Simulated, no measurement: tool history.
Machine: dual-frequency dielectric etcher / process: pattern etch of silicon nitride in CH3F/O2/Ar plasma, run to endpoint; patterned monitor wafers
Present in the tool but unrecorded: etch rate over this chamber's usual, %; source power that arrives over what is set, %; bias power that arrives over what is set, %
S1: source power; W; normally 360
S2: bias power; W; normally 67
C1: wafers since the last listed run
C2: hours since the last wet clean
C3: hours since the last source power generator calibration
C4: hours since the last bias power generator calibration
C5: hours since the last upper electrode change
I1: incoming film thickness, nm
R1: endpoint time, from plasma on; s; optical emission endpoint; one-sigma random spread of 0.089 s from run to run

| run | hour | S1 | S2 | C1 | C2 | C3 | C4 | C5 | I1 | R1 |
|---|---|---|---|---|---|---|---|---|---|---|
| 1 | 0 | 360 | 67 | 0 | 210.8 | 2386.7 | 3074 | 5482.4 | 19.76 | 28.4 |
| 2 | 6.6 | 360 | 67 | 53 | 217.4 | 2393.3 | 3080.6 | 5489 | 19.85 | 28.6 |
| 3 | 14.3 | 360 | 67 | 61 | 225.1 | 2401 | 3088.3 | 5496.7 | 19.66 | 28.3 |
| 4 | 32 | 360 | 67 | 142 | 242.8 | 2418.7 | 3106 | 5514.4 | 19.68 | 28.5 |
| 5 | 46.4 | 360 | 67 | 115 | 257.2 | 2433.1 | 3120.4 | 5528.8 | 19.87 | 28.4 |
| 6 | 64.1 | 360 | 67 | 142 | 274.9 | 2450.8 | 3138.1 | 5546.5 | 19.72 | 28.2 |
| 7 | 72.3 | 360 | 67 | 65 | 283.1 | 2459 | 3146.3 | 5554.7 | 19.84 | 28.3 |
| 8 | 80.9 | 360 | 67 | 69 | 291.7 | 2467.6 | 3154.9 | 5563.3 | 19.72 | 28 |
|  | 109 | wet clean of the chamber |
| 9 | 109.5 | 420 | 54 | 36 | 0.5 | 2496.2 | 3183.5 | 5591.9 | 19.68 | 29 |
| 10 | 109.8 | 420 | 54 | 2 | 0.8 | 2496.5 | 3183.8 | 5592.2 | 19.84 | 29.1 |
| 11 | 110.2 | 360 | 67 | 3 | 1.2 | 2496.9 | 3184.2 | 5592.6 | 19.95 | 29.7 |
| 12 | 120.4 | 360 | 67 | 81 | 11.4 | 2507.1 | 3194.4 | 5602.8 | 19.64 | 29.1 |
| 13 | 129.6 | 430 | 67 | 73 | 20.6 | 2516.3 | 3203.6 | 5612 | 19.82 | 27.8 |
| 14 | 140 | 440 | 62 | 83 | 31 | 2526.7 | 3214 | 5622.4 | 19.68 | 27.8 |
|  | 158.5 | source power generator calibrated |
|  | 161.7 | bias power generator calibrated |
|  | 173.8 | upper electrode replaced |
| 15 | 174.3 | 360 | 77 | 120 | 65.3 | 15.8 | 12.6 | 0.5 | 19.96 | 28.7 |
| 16 | 174.6 | 360 | 67 | 2 | 65.6 | 16.1 | 12.9 | 0.8 | 19.77 | 29.2 |
| 17 | 174.9 | 360 | 81 | 2 | 65.9 | 16.4 | 13.2 | 1.1 | 19.79 | 27.9 |
| 18 | 179.5 | 360 | 67 | 36 | 70.5 | 21 | 17.8 | 5.7 | 19.89 | 29.3 |
| 19 | 188.6 | 270 | 53 | 73 | 79.6 | 30.1 | 26.9 | 14.8 | 19.84 | 33.3 |
| 20 | 199.9 | 420 | 67 | 90 | 90.9 | 41.4 | 38.2 | 26.1 | 19.88 | 27.8 |
| 21 | 222.6 | 430 | 82 | 182 | 113.6 | 64.1 | 60.9 | 48.8 | 19.55 | 25.8 |

Consider 5 possible next runs. They are alternatives, not a sequence: every one starts from the tool as it was left by run 21. What does each give?
| A | 223 | 360 | 67 | 3 | 114 | 64.5 | 61.3 | 49.2 | 19.93 | ? |
| B | 223 | 430 | 58 | 3 | 114 | 64.5 | 61.3 | 49.2 | 19.93 | ? |
| C | 223 | 410 | 56 | 3 | 114 | 64.5 | 61.3 | 49.2 | 19.93 | ? |
| D | 223 | 440 | 67 | 3 | 114 | 64.5 | 61.3 | 49.2 | 19.93 | ? |
| E | 223 | 360 | 53 | 3 | 114 | 64.5 | 61.3 | 49.2 | 19.93 | ? |

| run | R1 |
|---|---|
| A | 29.1 |
| B | 28.3 |
| C | 28.9 |
| D | 27.3 |
| E | 30.5 |
Stripped of hidden state, with their random variation kept, the same runs would have yielded:
| run | R1 |
|---|---|
| A | 29.8 |
| B | 29 |
| C | 29.6 |
| D | 28 |
| E | 31.1 |
